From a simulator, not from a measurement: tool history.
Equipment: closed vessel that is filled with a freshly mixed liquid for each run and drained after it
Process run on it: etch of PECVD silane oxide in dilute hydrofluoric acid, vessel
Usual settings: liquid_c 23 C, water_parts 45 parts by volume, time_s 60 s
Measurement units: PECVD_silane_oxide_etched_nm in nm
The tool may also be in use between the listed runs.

run	hour	liquid_c	water_parts	time_s	read-back film thickness of the PECVD silane oxide reference wafer, read on the same gauge (nm)	PECVD_silane_oxide_etched_nm
1	0	23	45	60	60.01	20.1
2	38.3	21.5	45	75	59.96	23.56
3	47.4	23	45	60	60.04	19.93
# hour 54.8: hydrofluoric acid flow meter replaced
4	65.3	23	45	60	59.97	20.1
5	81.4	23	45	60	60.02	19.95
6	87.4	23	45	60	59.97	20.11
7	95.4	23	30	60	59.98	30.5
8	109.7	23	45	60	59.98	19.74
# hour 121: gauge calibrated
9	126.1	23	45	60	60.01	19.89
# hour 130.4: thermometer replaced
10	138.5	23	45	60	60.05	20.11
11	149.7	27	45	60	59.98	23.61
12	169.8	25	45	70	60	25.2
13	178.8	25	35	30	60.01	14.22
14	191.6	26	65	75	59.96	19.08
15	205.6	27.5	30	60	59.94	37.05
16	219.4	23	45	30	60	10.09
17	229.5	23	45	80	59.99	26.63
18	238.9	23	60	30	60.03	7.33
19	249.2	23	45	60	59.94	20.02
20	262.2	23	45	45	59.96	15.05
21	270.9	25	40	60	59.95	24.7
22	279.9	23	45	60	59.98	20.12
23	292.1	21	45	60	59.98	18.54
24	307.6	26.5	30	30	59.98	17.62

Run 25 is up next; what results do you expect?
25	324	23	30	80	?	?

{"run 25": {"read-back film thickness of the PECVD silane oxide reference wafer, read on the same gauge (nm)": 60.02, "PECVD_silane_oxide_etched_nm": 41.22}}
The same run, on a tool lacking any hidden state, would have yielded PECVD_silane_oxide_etched_nm 41.22 nm.
